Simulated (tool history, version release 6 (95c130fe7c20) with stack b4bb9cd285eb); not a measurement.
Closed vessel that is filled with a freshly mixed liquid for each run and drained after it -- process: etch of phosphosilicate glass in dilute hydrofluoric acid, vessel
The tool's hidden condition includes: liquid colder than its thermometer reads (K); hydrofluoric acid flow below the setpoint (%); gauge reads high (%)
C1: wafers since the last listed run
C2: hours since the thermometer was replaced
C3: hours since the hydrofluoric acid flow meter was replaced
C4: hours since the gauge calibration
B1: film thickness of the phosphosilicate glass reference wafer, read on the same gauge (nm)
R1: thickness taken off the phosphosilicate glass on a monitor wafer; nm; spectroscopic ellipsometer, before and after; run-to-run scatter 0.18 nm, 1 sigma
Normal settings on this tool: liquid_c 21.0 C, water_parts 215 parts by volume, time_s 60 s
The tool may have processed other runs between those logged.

run 1 hour=0.0 | liquid_c=21.0 water_parts=215 time_s=60 | C1=0 C2=1744.5 C3=1742.1 C4=484.1 | B1=70.00 | R1=36.75
run 2 hour=17.4 | liquid_c=21.0 water_parts=215 time_s=60 | C1=1479 C2=1761.9 C3=1759.5 C4=501.5 | B1=70.01 | R1=36.76
run 3 hour=44.9 | liquid_c=21.0 water_parts=215 time_s=60 | C1=2338 C2=1789.4 C3=1787.0 C4=529.0 | B1=70.00 | R1=36.39
run 4 hour=76.0 | liquid_c=21.0 water_parts=215 time_s=60 | C1=2644 C2=1820.5 C3=1818.1 C4=560.1 | B1=70.01 | R1=36.53
run 5 hour=94.7 | liquid_c=21.0 water_parts=265 time_s=60 | C1=1590 C2=1839.2 C3=1836.8 C4=578.8 | B1=69.99 | R1=28.36
run 6 hour=120.4 | liquid_c=21.0 water_parts=265 time_s=60 | C1=2185 C2=1864.9 C3=1862.5 C4=604.5 | B1=70.01 | R1=28.21
run 7 hour=148.7 | liquid_c=21.0 water_parts=265 time_s=60 | C1=2406 C2=1893.2 C3=1890.8 C4=632.8 | B1=69.98 | R1=28.17
run 8 hour=184.2 | liquid_c=21.0 water_parts=215 time_s=60 | C1=3018 C2=1928.7 C3=1926.3 C4=668.3 | B1=69.99 | R1=36.61
run 9 hour=203.7 | liquid_c=21.0 water_parts=165 time_s=60 | C1=1658 C2=1948.2 C3=1945.8 C4=687.8 | B1=69.98 | R1=49.67
run 10 hour=238.7 | liquid_c=21.0 water_parts=165 time_s=60 | C1=2976 C2=1983.2 C3=1980.8 C4=722.8 | B1=70.01 | R1=50.11
run 11 hour=331.6 | liquid_c=21.0 water_parts=215 time_s=60 | C1=7899 C2=2076.1 C3=2073.7 C4=815.7 | B1=70.01 | R1=36.42
run 12 hour=352.3 | liquid_c=21.0 water_parts=215 time_s=60 | C1=1760 C2=2096.8 C3=2094.4 C4=836.4 | B1=69.99 | R1=36.54
run 13 hour=413.2 | liquid_c=21.0 water_parts=215 time_s=60 | C1=5178 C2=2157.7 C3=2155.3 C4=897.3 | B1=69.99 | R1=36.66
-- hour=437.4 hydrofluoric acid flow meter replaced
-- hour=437.9 gauge calibrated
run 14 hour=443.6 | liquid_c=25.0 water_parts=155 time_s=30 | C1=2499 C2=2188.1 C3=6.2 C4=5.7 | B1=69.99 | R1=31.45
run 15 hour=460.0 | liquid_c=21.0 water_parts=215 time_s=60 | C1=1394 C2=2204.5 C3=22.6 C4=22.1 | B1=70.02 | R1=36.63
run 16 hour=473.4 | liquid_c=17.0 water_parts=215 time_s=40 | C1=1139 C2=2217.9 C3=36.0 C4=35.5 | B1=70.00 | R1=21.01
-- hour=487.8 thermometer replaced
run 17 hour=501.4 | liquid_c=21.0 water_parts=250 time_s=30 | C1=2295 C2=13.6 C3=64.0 C4=63.5 | B1=70.01 | R1=15.18
run 18 hour=526.3 | liquid_c=25.5 water_parts=215 time_s=75 | C1=2117 C2=38.5 C3=88.9 C4=88.4 | B1=70.00 | R1=54.21
run 19 hour=548.1 | liquid_c=21.0 water_parts=215 time_s=60 | C1=1853 C2=60.3 C3=110.7 C4=110.2 | B1=69.98 | R1=36.36
run 20 hour=576.1 | liquid_c=23.5 water_parts=215 time_s=75 | C1=2380 C2=88.3 C3=138.7 C4=138.2 | B1=69.99 | R1=50.45
run 21 hour=591.1 | liquid_c=24.5 water_parts=310 time_s=85 | C1=1275 C2=103.3 C3=153.7 C4=153.2 | B1=69.98 | R1=36.73
run 22 hour=618.5 | liquid_c=21.0 water_parts=215 time_s=60 | C1=2329 C2=130.7 C3=181.1 C4=180.6 | B1=70.00 | R1=36.92
run 23 hour=634.7 | liquid_c=21.0 water_parts=215 time_s=45 | C1=1377 C2=146.9 C3=197.3 C4=196.8 | B1=70.02 | R1=27.24
run 24 hour=662.4 | liquid_c=24.5 water_parts=255 time_s=60 | C1=2355 C2=174.6 C3=225.0 C4=224.5 | B1=69.99 | R1=33.37
run 25 hour=768.8 | liquid_c=21.0 water_parts=215 time_s=60 | C1=9047 C2=281.0 C3=331.4 C4=330.9 | B1=70.02 | R1=36.90
run 26 hour=846.7 | liquid_c=21.0 water_parts=215 time_s=60 | C1=6623 C2=358.9 C3=409.3 C4=408.8 | B1=69.98 | R1=36.46
run 27 hour=876.0 | liquid_c=25.5 water_parts=250 time_s=90 | C1=2491 C2=388.2 C3=438.6 C4=438.1 | B1=70.00 | R1=53.99

Each row is a separate what-if for the run after 27, all from the same tool condition, not one after another. Results?
run A hour=876.7 | liquid_c=21.0 water_parts=215 time_s=60 | C1=59 C2=388.9 C3=439.3 C4=438.8 | B1=? | R1=?
run B hour=876.7 | liquid_c=21.0 water_parts=135 time_s=45 | C1=59 C2=388.9 C3=439.3 C4=438.8 | B1=? | R1=?
run C hour=876.7 | liquid_c=21.0 water_parts=215 time_s=35 | C1=59 C2=388.9 C3=439.3 C4=438.8 | B1=? | R1=?
run D hour=876.7 | liquid_c=21.0 water_parts=215 time_s=85 | C1=59 C2=388.9 C3=439.3 C4=438.8 | B1=? | R1=?

run=A B1=70.01 R1=36.46
run=B B1=70.01 R1=47.31
run=C B1=70.01 R1=21.27
run=D B1=70.01 R1=51.66
Without the tool's unlogged condition, the same runs would have read:
run=A R1=36.46
run=B R1=47.31
run=C R1=21.27
run=D R1=51.66
